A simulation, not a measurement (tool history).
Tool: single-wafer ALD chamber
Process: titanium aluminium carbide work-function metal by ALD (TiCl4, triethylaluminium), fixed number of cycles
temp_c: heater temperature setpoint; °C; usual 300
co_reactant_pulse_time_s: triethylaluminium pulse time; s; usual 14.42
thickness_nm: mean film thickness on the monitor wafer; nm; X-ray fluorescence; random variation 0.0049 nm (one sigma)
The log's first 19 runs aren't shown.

| run | hour | temp_c | co_reactant_pulse_time_s | wafers since the last listed run | hours since the last thermocouple change | hours since the last triethylaluminium bottle change | hours since the showerhead was replaced | hours since the gauge calibration | read-back reference wafer on the same gauge, thickness_nm | thickness_nm |
|---|---|---|---|---|---|---|---|---|---|---|
| 20 | 238.5 | 300 | 14.42 | 123 | 115.9 | 129.0 | 68.7 | 81.2 | 1.808 | 1.942 |
| 21 | 254.9 | 306 | 10.57 | 175 | 132.3 | 145.4 | 85.1 | 97.6 | 1.810 | 1.963 |
| 22 | 264.2 | 291 | 18.36 | 99 | 141.6 | 154.7 | 94.4 | 106.9 | 1.811 | 1.892 |
| 23 | 272.7 | 292 | 18.79 | 91 | 150.1 | 163.2 | 102.9 | 115.4 | 1.810 | 1.896 |
| 24 | 283.8 | 304 | 11.40 | 118 | 161.2 | 174.3 | 114.0 | 126.5 | 1.809 | 1.960 |
| 25 | 296.9 | 294 | 14.42 | 140 | 174.3 | 187.4 | 127.1 | 139.6 | 1.809 | 1.906 |
| 26 | 304.2 | 307 | 16.17 | 78 | 181.6 | 194.7 | 134.4 | 146.9 | 1.811 | 2.010 |
| 27 | 312.4 | 300 | 18.29 | 87 | 189.8 | 202.9 | 142.6 | 155.1 | 1.810 | 1.955 |
| 28 | 324.0 | 311 | 12.29 | 124 | 201.4 | 214.5 | 154.2 | 166.7 | 1.808 | 2.020 |
| 29 | 339.9 | 304 | 11.40 | 170 | 217.3 | 230.4 | 170.1 | 182.6 | 1.810 | 1.962 |
| 30 | 355.0 | 291 | 12.43 | 161 | 232.4 | 245.5 | 185.2 | 197.7 | 1.812 | 1.873 |
| 31 | 362.1 | 286 | 9.01 | 76 | 239.5 | 252.6 | 192.3 | 204.8 | 1.811 | 1.806 |
| 32 | 369.1 | 307 | 17.58 | 74 | 246.5 | 259.6 | 199.3 | 211.8 | 1.812 | 1.999 |
| 33 | 378.4 | 300 | 14.42 | 99 | 255.8 | 268.9 | 208.6 | 221.1 | 1.810 | 1.938 |
| 34 | 385.9 | 289 | 17.92 | 80 | 263.3 | 276.4 | 216.1 | 228.6 | 1.810 | 1.879 |

Forecast each of these 3 alternatives for the next run:
| A | 386.3 | 300 | 14.42 | 4 | 263.7 | 276.8 | 216.5 | 229.0 | ? | ? |
| B | 386.3 | 291 | 11.95 | 4 | 263.7 | 276.8 | 216.5 | 229.0 | ? | ? |
| C | 386.3 | 290 | 14.42 | 4 | 263.7 | 276.8 | 216.5 | 229.0 | ? | ? |

| run | read-back reference wafer on the same gauge, thickness_nm | thickness_nm |
|---|---|---|
| A | 1.809 | 1.948 |
| B | 1.809 | 1.871 |
| C | 1.809 | 1.874 |
Without the tool's hidden state the same runs would have given:
| run | thickness_nm |
|---|---|
| A | 1.948 |
| B | 1.871 |
| C | 1.874 |

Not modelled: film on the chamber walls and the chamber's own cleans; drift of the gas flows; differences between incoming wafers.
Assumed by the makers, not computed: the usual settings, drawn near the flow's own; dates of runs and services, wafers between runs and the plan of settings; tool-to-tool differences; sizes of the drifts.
